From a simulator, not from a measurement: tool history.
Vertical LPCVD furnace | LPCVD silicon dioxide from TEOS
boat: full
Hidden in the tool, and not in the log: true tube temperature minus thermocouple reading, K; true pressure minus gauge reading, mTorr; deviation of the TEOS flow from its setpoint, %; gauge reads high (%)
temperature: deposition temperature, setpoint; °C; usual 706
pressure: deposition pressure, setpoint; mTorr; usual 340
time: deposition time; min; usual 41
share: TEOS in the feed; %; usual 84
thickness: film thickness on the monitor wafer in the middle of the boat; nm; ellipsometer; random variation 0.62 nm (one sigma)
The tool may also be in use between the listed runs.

run	hour	temperature	pressure	time	share	wafers since the last listed run	hours since the last temperature calibration	hours since the pressure gauge was zeroed	hours since the TEOS flow controller was replaced	hours since the gauge calibration	read-back reference wafer on the same gauge, thickness	thickness
1	0	701	340	41	84	0	2734.4	4081.8	5027.7	152.5	437.02	400.46
2	11.6	701	340	41	84	121	2746	4093.4	5039.3	164.1	437.02	400.95
3	21.5	701	340	41	84	103	2755.9	4103.3	5049.2	174	436.93	400.84
4	34.4	706	340	41	96	135	2768.8	4116.2	5062.1	186.9	437.02	481.03
5	52.8	706	340	41	84	192	2787.2	4134.6	5080.5	205.3	436.94	449.32
6	64	706	340	41	84	117	2798.4	4145.8	5091.7	216.5	437.16	450.41
7	70.8	706	340	41	84	71	2805.2	4152.6	5098.5	223.3	436.9	450.42
# hour 95: pressure gauge zeroed
# hour 115: thermocouples replaced and temperature profile calibrated
8	115.5	706	340	41	84	7	0.5	20.5	5143.2	268	437.02	412.39
9	120	706	340	41	84	47	5	25	5147.7	272.5	436.96	412.97
10	124.4	706	340	41	84	46	9.4	29.4	5152.1	276.9	436.91	413.37
11	128.9	702	300	56	77	11	13.9	33.9	5156.6	281.4	437.05	461.52
# hour 135.6: gauge calibrated
# hour 149.5: TEOS flow controller replaced
12	150	706	340	41	84	5	35	55	0.5	14.4	437.13	412.48
13	154.5	706	340	50	97	47	39.5	59.5	5	18.9	437.15	540.04
14	159	695	390	32.5	75	47	44	64	9.5	23.4	437	256.17
15	173.2	696	340	41	84	148	58.2	78.2	23.7	37.6	436.94	327.41
16	189.7	706	370	41	84	172	74.7	94.7	40.2	54.1	437.01	431.43
17	196.4	706	340	41	84	70	81.4	101.4	46.9	60.8	436.98	414.06
18	211.1	702	340	41	84	154	96.1	116.1	61.6	75.5	436.96	377.48
19	227.2	706	340	41	84	168	112.2	132.2	77.7	91.6	436.99	413.35
20	240.1	698	285	41	84	135	125.1	145.1	90.6	104.5	436.99	314.74

Forecast each of these 3 alternatives for the next run:
A	244.7	706	265	41	84	48	129.7	149.7	95.2	109.1	?	?
B	244.7	698	340	49.5	97	48	129.7	149.7	95.2	109.1	?	?
C	244.7	706	420	41	84	48	129.7	149.7	95.2	109.1	?	?

run	read-back reference wafer on the same gauge, thickness	thickness
A	436.96	365.23
B	436.96	445.99
C	436.96	459.8
Without the tool's hidden state the same runs would have given:
run	thickness
A	362.99
B	443.21
C	456.98
